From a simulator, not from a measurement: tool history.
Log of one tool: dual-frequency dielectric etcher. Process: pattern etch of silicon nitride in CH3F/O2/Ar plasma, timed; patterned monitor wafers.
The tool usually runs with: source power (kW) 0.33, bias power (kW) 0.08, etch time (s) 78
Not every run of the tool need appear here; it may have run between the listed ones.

| run | hour | source power (kW) | bias power (kW) | etch time (s) | read-back reference wafer on the same gauge, depth_nm | mean etch depth across the wafer (angstrom) |
|---|---|---|---|---|---|---|
| 1 | 0 | 0.33 | 0.08 | 78 | 46.1 | 494 |
| 2 | 25.2 | 0.33 | 0.08 | 78 | 46 | 497 |
|  | 100.8 | wet clean of the chamber |
| 3 | 101.3 | 0.33 | 0.08 | 78 | 46 | 500 |
| 4 | 160.9 | 0.33 | 0.085 | 78 | 46 | 507 |
|  | 195.3 | upper electrode replaced |
| 5 | 222.4 | 0.33 | 0.085 | 78 | 46.1 | 503 |
| 6 | 247.4 | 0.33 | 0.085 | 78 | 46 | 504 |
| 7 | 284.7 | 0.3 | 0.086 | 78 | 46.1 | 488 |
| 8 | 348.1 | 0.33 | 0.072 | 61.5 | 46.1 | 383 |
| 9 | 400.6 | 0.33 | 0.1 | 78 | 46.1 | 521 |
| 10 | 443.4 | 0.25 | 0.08 | 78 | 46.1 | 429 |
| 11 | 494 | 0.33 | 0.096 | 96 | 46.2 | 638 |
|  | 556.4 | wet clean of the chamber |
| 12 | 556.9 | 0.29 | 0.069 | 78 | 46.1 | 447 |
| 13 | 590.5 | 0.38 | 0.095 | 99.5 | 46.2 | 712 |
| 14 | 641.7 | 0.33 | 0.08 | 78 | 46.1 | 498 |
| 15 | 695.4 | 0.33 | 0.085 | 78 | 46.2 | 502 |
| 16 | 759.8 | 0.35 | 0.07 | 94.5 | 46.1 | 610 |
| 17 | 806 | 0.33 | 0.08 | 78 | 46.1 | 500 |
| 18 | 848.4 | 0.36 | 0.063 | 65.5 | 46.1 | 419 |
| 19 | 877.9 | 0.33 | 0.08 | 96.5 | 46.1 | 621 |
|  | 932.3 | gauge calibrated |
| 20 | 947.1 | 0.33 | 0.066 | 97.5 | 45 | 586 |
|  | 971.7 | source power generator calibrated |
| 21 | 1008.2 | 0.26 | 0.072 | 69 | 45.1 | 371 |
|  | 1069.2 | wet clean of the chamber |
| 22 | 1069.7 | 0.33 | 0.085 | 78 | 45.2 | 497 |
| 23 | 1096.9 | 0.28 | 0.094 | 69 | 45.2 | 411 |
| 24 | 1156.1 | 0.33 | 0.08 | 78 | 45.3 | 490 |
| 25 | 1202.3 | 0.33 | 0.073 | 60.5 | 45.3 | 372 |
| 26 | 1246 | 0.33 | 0.08 | 78 | 45.4 | 489 |
| 27 | 1310.5 | 0.36 | 0.061 | 78 | 45.5 | 481 |
| 28 | 1339.2 | 0.27 | 0.08 | 78 | 45.5 | 440 |
| 29 | 1404.7 | 0.29 | 0.093 | 78 | 45.4 | 475 |
| 30 | 1450.3 | 0.33 | 0.08 | 78 | 45.5 | 490 |
| 31 | 1475.1 | 0.25 | 0.085 | 78 | 45.5 | 427 |

What was the tool's hidden state at every run in the log?
etch rate over this chamber's usual, %: 0 across all the runs
source power that arrives over what is set, %: 0 across all the runs
bias power that arrives over what is set, %: 0 across all the runs
H1: gauge reads high (%)
| run | H1 |
|---|---|
| 1 | 2.1 |
| 2 | 2.11 |
| 3 | 2.13 |
| 4 | 2.15 |
| 5 | 2.17 |
| 6 | 2.17 |
| 7 | 2.18 |
| 8 | 2.2 |
| 9 | 2.21 |
| 10 | 2.22 |
| 11 | 2.22 |
| 12 | 2.24 |
| 13 | 2.24 |
| 14 | 2.25 |
| 15 | 2.26 |
| 16 | 2.26 |
| 17 | 2.27 |
| 18 | 2.28 |
| 19 | 2.28 |
| 20 | -0.105 |
| 21 | 0.0569 |
| 22 | 0.208 |
| 23 | 0.271 |
| 24 | 0.401 |
| 25 | 0.496 |
| 26 | 0.581 |
| 27 | 0.697 |
| 28 | 0.746 |
| 29 | 0.852 |
| 30 | 0.92 |
| 31 | 0.955 |
